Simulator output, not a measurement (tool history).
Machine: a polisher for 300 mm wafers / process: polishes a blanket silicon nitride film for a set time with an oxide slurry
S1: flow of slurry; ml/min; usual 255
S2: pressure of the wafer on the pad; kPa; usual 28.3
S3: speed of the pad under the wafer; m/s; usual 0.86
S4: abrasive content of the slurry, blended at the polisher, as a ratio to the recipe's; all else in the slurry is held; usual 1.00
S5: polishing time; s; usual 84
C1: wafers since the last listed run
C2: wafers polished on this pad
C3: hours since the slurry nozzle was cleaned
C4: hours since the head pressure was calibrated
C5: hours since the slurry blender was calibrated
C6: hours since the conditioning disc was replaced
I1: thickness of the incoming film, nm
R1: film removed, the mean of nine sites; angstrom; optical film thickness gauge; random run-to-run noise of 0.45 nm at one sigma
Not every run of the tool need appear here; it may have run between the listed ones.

run,hour,S1,S2,S3,S4,S5,C1,C2,C3,C4,C5,C6,I1,R1
1,0.0,255,28.3,0.86,1.00,84,0,922,159.3,1102.6,128.6,0.5,336.7,552
# hour 12.4: head pressure recalibrated
2,15.8,255,28.3,0.86,1.00,95,109,1031,175.1,3.4,144.4,16.3,334.1,624
3,34.6,255,28.3,0.86,1.00,95,148,1180,193.9,22.2,163.2,35.1,346.4,624
4,96.0,275,28.3,0.86,1.00,66,485,1665,255.3,83.6,224.6,96.5,340.4,427
5,110.9,255,28.3,0.86,1.00,84,117,1783,270.2,98.5,239.5,111.4,342.8,539
# hour 132.3: worn pad replaced by a new one
6,145.2,255,28.3,0.86,1.00,84,239,102,304.5,132.8,273.8,145.7,340.7,551
7,170.3,305,20.7,0.86,1.00,73,198,300,329.6,157.9,298.9,170.8,339.1,353
8,191.8,230,28.3,0.86,1.00,84,170,470,351.1,179.4,320.4,192.3,340.1,541
# hour 249.7: conditioning disc replaced and pad reconditioned
9,253.5,255,28.3,0.86,1.00,101,472,943,412.8,241.1,382.1,3.8,339.2,657
10,274.5,255,35.2,0.86,1.00,84,166,1109,433.8,262.1,403.1,24.8,342.4,680
11,304.1,255,31.0,0.60,1.10,96,234,1343,463.4,291.7,432.7,54.4,343.0,516
# hour 320.9: slurry blender recalibrated
12,337.0,255,28.3,0.86,1.00,98,244,1587,496.3,324.6,16.1,87.3,341.7,630
13,371.9,255,28.3,0.74,1.00,75,276,1864,531.2,359.5,51.0,122.2,346.4,424
# hour 382.6: worn pad replaced by a new one
# hour 475.2: slurry nozzle cleaned
14,479.1,315,25.5,0.86,1.00,84,808,755,3.9,466.7,158.2,229.4,340.9,511
15,503.3,305,37.9,1.08,1.00,59,191,947,28.1,490.9,182.4,253.6,342.4,635
16,517.0,305,37.9,1.08,1.00,59,108,1055,41.8,504.6,196.1,267.3,338.3,639
17,542.3,215,28.3,0.86,1.00,84,200,1255,67.1,529.9,221.4,292.6,346.1,551
# hour 548.0: conditioning disc replaced and pad reconditioned
18,561.0,255,28.3,0.86,1.00,84,132,1387,85.8,548.6,240.1,13.0,338.9,556
19,580.1,255,28.3,1.14,1.00,103,151,1538,104.9,567.7,259.2,32.1,343.1,838
20,604.0,255,28.3,0.86,1.00,84,189,1727,128.8,591.6,283.1,56.0,337.7,544
# hour 617.9: worn pad replaced by a new one
21,634.3,320,24.1,0.86,1.20,84,208,130,159.1,621.9,313.4,86.3,344.0,507
22,662.3,205,28.3,0.60,1.00,84,221,351,187.1,649.9,341.4,114.3,345.9,408
23,688.8,285,33.1,0.86,1.20,76,209,561,213.6,676.4,367.9,140.8,339.2,621
24,710.6,255,28.3,0.74,1.20,84,172,733,235.4,698.2,389.7,162.6,344.1,512
25,749.7,255,28.3,0.86,1.00,84,309,1043,274.5,737.3,428.8,201.7,343.2,549
# hour 778.9: slurry blender recalibrated
26,779.4,255,28.3,0.86,1.00,84,219,1262,304.2,767.0,0.5,231.4,344.2,544

Alternative continuations, all from the tool just after run 26; predict every row:
A,779.8,255,28.3,0.58,1.00,84,3,1265,304.6,767.4,0.9,231.8,345.6,?
B,779.8,255,28.3,1.00,1.00,84,3,1265,304.6,767.4,0.9,231.8,345.6,?
C,779.8,220,28.3,0.58,1.00,84,3,1265,304.6,767.4,0.9,231.8,345.6,?
D,779.8,255,28.3,0.86,0.75,84,3,1265,304.6,767.4,0.9,231.8,345.6,?

run,R1
A,404
B,624
C,398
D,511
Take away the tool's hidden state, keep each run's random variation, and the runs would have read:
run,R1
A,414
B,639
C,409
D,523
